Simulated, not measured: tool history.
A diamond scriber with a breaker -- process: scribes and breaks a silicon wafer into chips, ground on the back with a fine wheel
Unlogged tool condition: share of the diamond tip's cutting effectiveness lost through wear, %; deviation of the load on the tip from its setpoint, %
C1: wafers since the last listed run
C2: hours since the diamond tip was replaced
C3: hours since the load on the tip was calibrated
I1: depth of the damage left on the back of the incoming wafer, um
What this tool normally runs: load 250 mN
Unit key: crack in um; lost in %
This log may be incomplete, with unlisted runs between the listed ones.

run 1 day=0 | load=266 | C1=0 C2=530.7 C3=61.1 | I1=2.49 | crack=9.69 lost=3.03
run 2 day=2.317 | load=250 | C1=288 C2=586.3 C3=116.7 | I1=2.62 | crack=8.66 lost=5.71
run 3 day=5.258 | load=216 | C1=366 C2=656.9 C3=187.3 | I1=1.57 | crack=6.95 lost=21.63
run 4 day=8.642 | load=272 | C1=422 C2=738.1 C3=268.5 | I1=2.29 | crack=8.88 lost=3.61
run 5 day=10.546 | load=272 | C1=237 C2=783.8 C3=314.2 | I1=2.98 | crack=8.6 lost=6.87
-- day=13.8 diamond tip replaced by a new one
run 6 day=13.917 | load=272 | C1=410 C2=2.8 C3=395.1 | I1=2.39 | crack=9.32 lost=2.86
run 7 day=17.017 | load=207 | C1=386 C2=77.2 C3=469.5 | I1=2.52 | crack=6.67 lost=31.55
run 8 day=18.962 | load=270 | C1=242 C2=123.9 C3=516.2 | I1=1.99 | crack=9.01 lost=2.17
run 9 day=20.55 | load=270 | C1=198 C2=162 C3=554.3 | I1=2.19 | crack=9.28 lost=2.46
run 10 day=23.204 | load=270 | C1=331 C2=225.7 C3=618 | I1=1.67 | crack=8.9 lost=1.86
-- day=23.775 load on the tip recalibrated
run 11 day=27.167 | load=209 | C1=483 C2=320.8 C3=81.4 | I1=2.94 | crack=7.25 lost=23.63
run 12 day=30.729 | load=250 | C1=444 C2=406.3 C3=166.9 | I1=1.97 | crack=8.48 lost=3.86
run 13 day=35.208 | load=282 | C1=558 C2=513.8 C3=274.4 | I1=2.45 | crack=9.47 lost=2.63
run 14 day=38.292 | load=290 | C1=384 C2=587.8 C3=348.4 | I1=2.59 | crack=9.36 lost=2.86
run 15 day=41.279 | load=310 | C1=372 C2=659.5 C3=420.1 | I1=2.14 | crack=9.98 lost=2.95
run 16 day=43.888 | load=178 | C1=325 C2=722.1 C3=482.7 | I1=2.06 | crack=4.93 lost=70.04
run 17 day=46.112 | load=197 | C1=277 C2=775.5 C3=536.1 | I1=2.32 | crack=5.61 lost=54.15
run 18 day=47.846 | load=295 | C1=216 C2=817.1 C3=577.7 | I1=1.58 | crack=8.99 lost=1.66
-- day=51.546 load on the tip recalibrated
run 19 day=53.875 | load=272 | C1=741 C2=961.8 C3=55.9 | I1=2.35 | crack=8.72 lost=4.6
-- day=55.658 diamond tip replaced by a new one
run 20 day=58.075 | load=177 | C1=513 C2=58 C3=156.7 | I1=3 | crack=5.4 lost=62.66
run 21 day=62.208 | load=250 | C1=515 C2=157.2 C3=255.9 | I1=2.1 | crack=8.2 lost=5.98
run 22 day=64.575 | load=224 | C1=295 C2=214 C3=312.7 | I1=1.79 | crack=7.19 lost=19.22
run 23 day=72.146 | load=212 | C1=944 C2=395.7 C3=494.4 | I1=1.51 | crack=6.46 lost=31.57

Take each entry between the runs: how does the hidden state at the last listed run before it differ from the hidden state at the first listed run after it?
Logged between run 5 and run 6: diamond tip replaced by a new one (day 13.8)
  share of the diamond tip's cutting effectiveness lost through wear, %: 12.6 -> 0.11; deviation of the load on the tip from its setpoint, %: -7.28 -> -8.11
  measured minus no-state result, crack: -1.68 -> -0.98 um; lost: +1.42 -> -1.77 %
Logged between run 10 and run 11: load on the tip recalibrated (day 23.775)
  share of the diamond tip's cutting effectiveness lost through wear, %: 1.11 -> 2.13; deviation of the load on the tip from its setpoint, %: -9.32 -> -2.52
  measured minus no-state result, crack: -1.16 -> -0.33 um; lost: -1.26 -> +5.24 %
Logged between run 18 and run 19: load on the tip recalibrated (day 51.546)
  share of the diamond tip's cutting effectiveness lost through wear, %: 13.2 -> 18.3; deviation of the load on the tip from its setpoint, %: -9.4 -> -3.69
  measured minus no-state result, crack: -2.1 -> -1.7 um; lost: -7.13 -> +0.51 %
Logged between run 19 and run 20: diamond tip replaced by a new one (day 55.658)
  share of the diamond tip's cutting effectiveness lost through wear, %: 18.3 -> 1.93; deviation of the load on the tip from its setpoint, %: -3.69 -> -6.81
  measured minus no-state result, crack: -1.7 -> -0.54 um; lost: +0.51 -> +13.54 %

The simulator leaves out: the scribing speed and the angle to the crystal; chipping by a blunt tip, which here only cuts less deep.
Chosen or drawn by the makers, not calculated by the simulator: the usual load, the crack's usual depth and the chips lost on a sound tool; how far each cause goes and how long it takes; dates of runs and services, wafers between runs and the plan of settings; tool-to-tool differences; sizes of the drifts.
